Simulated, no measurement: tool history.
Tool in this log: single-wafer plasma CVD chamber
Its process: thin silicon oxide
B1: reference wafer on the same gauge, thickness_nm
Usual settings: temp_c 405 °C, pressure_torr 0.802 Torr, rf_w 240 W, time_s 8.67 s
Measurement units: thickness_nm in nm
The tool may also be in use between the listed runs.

Run 1, hour 0: usual settings but temp_c 396 °C, rf_w 225 W; B1 13.3. Result: thickness_nm 13.87 nm.
Run 2, hour 13.2: usual settings but rf_w 250 W, time_s 7.61 s; B1 13.295. Result: thickness_nm 12.613 nm.
Run 3, hour 37.3: usual settings but rf_w 250 W, time_s 7.61 s; B1 13.3. Result: thickness_nm 12.642 nm.
Run 4, hour 65.7: usual settings; B1 13.3. Result: thickness_nm 14.068 nm.
Run 5, hour 100.1: usual settings; B1 13.301. Result: thickness_nm 14.269 nm.
At hour 123.5: thermocouple changed; heater temperature recalibrated.
Run 6, hour 124: usual settings; B1 13.3. Result: thickness_nm 14.059 nm.
Run 7, hour 146.6: usual settings; B1 13.299. Result: thickness_nm 14.125 nm.
Run 8, hour 172.4: usual settings; B1 13.31. Result: thickness_nm 14.014 nm.
Run 9, hour 186.2: usual settings; B1 13.297. Result: thickness_nm 14.074 nm.
At hour 200.5: capacitance manometer re-zeroed and calibrated.
Run 10, hour 214.8: usual settings but temp_c 401 °C, pressure_torr 0.613 Torr, rf_w 285 W, time_s 9.54 s; B1 13.308. Result: thickness_nm 13.315 nm.
At hour 245.3: showerhead replaced.
Run 11, hour 245.8: usual settings but pressure_torr 0.882 Torr, rf_w 215 W, time_s 7.86 s; B1 13.296. Result: thickness_nm 13.034 nm.
Run 12, hour 264.7: usual settings but temp_c 400 °C, rf_w 265 W, time_s 10.18 s; B1 13.284. Result: thickness_nm 17.251 nm.
Run 13, hour 281.3: usual settings but temp_c 399 °C; B1 13.295. Result: thickness_nm 14.252 nm.
Run 14, hour 309.2: usual settings but temp_c 401 °C, rf_w 255 W; B1 13.293. Result: thickness_nm 14.455 nm.
At hour 311.7: gauge calibrated.
Run 15, hour 331.7: usual settings but pressure_torr 0.647 Torr, rf_w 265 W, time_s 7.94 s; B1 13.294. Result: thickness_nm 11.253 nm.
Run 16, hour 361.4: usual settings but pressure_torr 0.666 Torr, rf_w 205 W, time_s 7.21 s; B1 13.309. Result: thickness_nm 9.286 nm.
Run 17, hour 393.4: usual settings but temp_c 392 °C, pressure_torr 0.872 Torr; B1 13.31. Result: thickness_nm 14.997 nm.
Run 18, hour 409.4: usual settings but pressure_torr 0.926 Torr; B1 13.293. Result: thickness_nm 15.668 nm.
Run 19, hour 423.2: usual settings but temp_c 418 °C, time_s 8.09 s; B1 13.28. Result: thickness_nm 12.919 nm.
Run 20, hour 444.4: usual settings but rf_w 210 W; B1 13.298. Result: thickness_nm 13.168 nm.
Run 21, hour 467.9: usual settings; B1 13.294. Result: thickness_nm 14.076 nm.
Run 22, hour 497.7: usual settings; B1 13.301. Result: thickness_nm 13.877 nm.
At hour 554.1: RF generator calibrated.
Run 23, hour 601.3: usual settings but temp_c 397 °C, pressure_torr 0.877 Torr, rf_w 190 W; B1 13.297. Result: thickness_nm 14.05 nm.
Run 24, hour 630: usual settings; B1 13.294. Result: thickness_nm 14.67 nm.
Run 25, hour 648.3: usual settings but temp_c 410 °C, rf_w 280 W; B1 13.297. Result: thickness_nm 15.498 nm.
Run 26, hour 677.6: usual settings but temp_c 411 °C, pressure_torr 0.963 Torr, rf_w 215 W, time_s 7.75 s; B1 13.307. Result: thickness_nm 14.115 nm.
Run 27, hour 703.5: usual settings; B1 13.304. Result: thickness_nm 14.616 nm.
Run 28, hour 733.5: usual settings but temp_c 398 °C, pressure_torr 0.928 Torr; B1 13.306. Result: thickness_nm 16.324 nm.
Run 29, hour 766.9: usual settings but pressure_torr 0.935 Torr, rf_w 270 W; B1 13.287. Result: thickness_nm 17.192 nm.

A few steps of thickness_nm between consecutive runs. Split each: what settings, incoming material and random variation would produce without the hidden state, and what is left over for the hidden state, along with gauge scatter present in only one of the two compared results (measured, and without hidden state):
Hidden conditions of the tool in this case: wafer temperature above the value expected at the setpoint (K); delivered RF power above the setpoint (%); true pressure above the setpoint (%); gauge reads high (%).
Run 11 -> 12: temp_c 405 -> 400, pressure_torr 0.882 -> 0.802, rf_w 215 -> 265, time_s 7.86 -> 10.18. thickness_nm +4.217 nm: hidden state -0.115, all else +4.332.
Run 16 -> 17: temp_c 405 -> 392, pressure_torr 0.666 -> 0.872, rf_w 205 -> 240, time_s 7.21 -> 8.67. thickness_nm +5.711 nm: hidden state -0.22, all else +5.931.
Run 22 -> 23: temp_c 405 -> 397, pressure_torr 0.802 -> 0.877, rf_w 240 -> 190, RF generator calibrated. thickness_nm +0.173 nm: hidden state +0.57, all else -0.397.

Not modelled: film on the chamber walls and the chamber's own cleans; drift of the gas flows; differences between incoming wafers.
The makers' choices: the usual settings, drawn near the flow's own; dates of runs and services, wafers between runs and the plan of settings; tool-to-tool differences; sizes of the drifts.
